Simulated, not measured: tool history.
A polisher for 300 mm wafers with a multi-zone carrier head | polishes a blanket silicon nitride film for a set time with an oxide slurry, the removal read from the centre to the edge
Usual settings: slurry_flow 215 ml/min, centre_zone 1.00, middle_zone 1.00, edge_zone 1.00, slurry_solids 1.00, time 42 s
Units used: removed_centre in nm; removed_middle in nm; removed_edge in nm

run	hour	slurry_flow	centre_zone	middle_zone	edge_zone	slurry_solids	time	wafers since the last listed run	wafers polished on this pad	hours since the slurry nozzle was cleaned	hours since the centre zone pressure was calibrated	hours since the edge zone pressure was calibrated	hours since the carrier head's membrane was replaced	incoming thickness of the incoming film, nm	removed_centre	removed_middle	removed_edge
1	0.0	215	1.00	1.00	1.00	1.00	42	0	467	570.3	191.1	311.5	1275.6	435.2	26.2	25.9	26.1
2	55.2	215	1.00	1.00	1.00	1.00	42	934	1402	625.5	246.3	366.7	1330.8	428.9	26.3	25.4	26.9
# hour 124.7: slurry nozzle cleaned
3	146.5	215	1.00	1.00	1.00	1.00	42	1529	2931	21.8	337.6	458.0	1422.1	433.3	28.0	26.8	27.5
4	196.5	215	1.00	1.00	1.00	1.00	42	846	3778	71.8	387.6	508.0	1472.1	426.4	27.5	26.9	27.2
# hour 216.3: worn pad replaced by a new one
5	288.9	215	1.00	1.00	1.00	1.00	42	1497	1229	164.2	480.0	600.4	1564.5	434.8	27.3	26.9	27.5
6	356.3	215	1.00	1.00	1.00	1.00	42	1141	2370	231.6	547.4	667.8	1631.9	428.9	27.2	26.9	27.5
# hour 363.3: edge zone pressure recalibrated
# hour 411.0: carrier head's membrane replaced by a new one
7	411.5	215	1.00	1.00	1.00	1.00	42	816	3187	286.8	602.6	48.2	0.5	428.3	27.3	26.8	27.4
8	460.0	215	1.00	0.89	1.00	0.80	42	821	4008	335.3	651.1	96.7	49.0	436.3	24.6	21.8	24.7
# hour 468.0: worn pad replaced by a new one
9	520.9	185	1.00	1.00	1.00	0.90	42	963	896	396.2	712.0	157.6	109.9	434.6	25.3	24.6	25.9
10	607.1	215	1.00	1.00	1.00	1.00	34	1459	2356	482.4	798.2	243.8	196.1	422.4	21.7	21.3	22.2
11	670.7	215	1.00	1.00	1.00	1.00	42	1077	3433	546.0	861.8	307.4	259.7	420.8	26.3	26.2	26.8
# hour 720.0: worn pad replaced by a new one
12	739.5	215	1.00	1.00	1.00	1.00	28	1097	330	614.8	930.6	376.2	328.5	426.9	17.6	17.2	17.9
# hour 912.9: slurry nozzle cleaned
# hour 928.2: centre zone pressure recalibrated
# hour 959.6: worn pad replaced by a new one
# hour 980.5: edge zone pressure recalibrated
13	1030.5	215	1.00	1.00	1.00	0.85	51	4775	1167	117.6	102.3	50.0	619.5	429.5	31.2	30.4	30.8
14	1146.7	215	1.00	1.00	1.00	0.85	51	1967	3135	233.8	218.5	166.2	735.7	429.1	30.8	30.3	30.6
15	1183.5	235	1.00	1.00	1.07	1.15	49	623	3758	270.6	255.3	203.0	772.5	429.0	33.5	33.3	34.3

Alternative continuations, all from the tool just after run 15; predict every row:
A	1183.9	215	1.00	1.00	1.00	1.00	42	6	3765	271.0	255.7	203.4	772.9	423.7	?	?	?
B	1183.9	215	1.00	0.91	0.95	1.00	42	6	3765	271.0	255.7	203.4	772.9	423.7	?	?	?
C	1183.9	215	1.00	1.00	0.95	1.15	42	6	3765	271.0	255.7	203.4	772.9	423.7	?	?	?
D	1183.9	215	1.00	1.00	1.00	1.00	49	6	3765	271.0	255.7	203.4	772.9	423.7	?	?	?
E	1183.9	215	1.07	1.00	1.00	1.00	42	6	3765	271.0	255.7	203.4	772.9	423.7	?	?	?

run	removed_centre	removed_middle	removed_edge
A	26.9	26.8	27.1
B	26.8	24.7	26.6
C	28.4	28.3	28.1
D	31.3	31.2	31.6
E	28.7	26.8	27.1
Take away the tool's hidden state, keep each run's random variation, and the runs would have read:
run	removed_centre	removed_middle	removed_edge
A	27.1	27.0	27.2
B	27.1	25.0	26.7
C	28.7	28.6	28.2
D	31.6	31.5	31.8
E	29.0	27.0	27.2
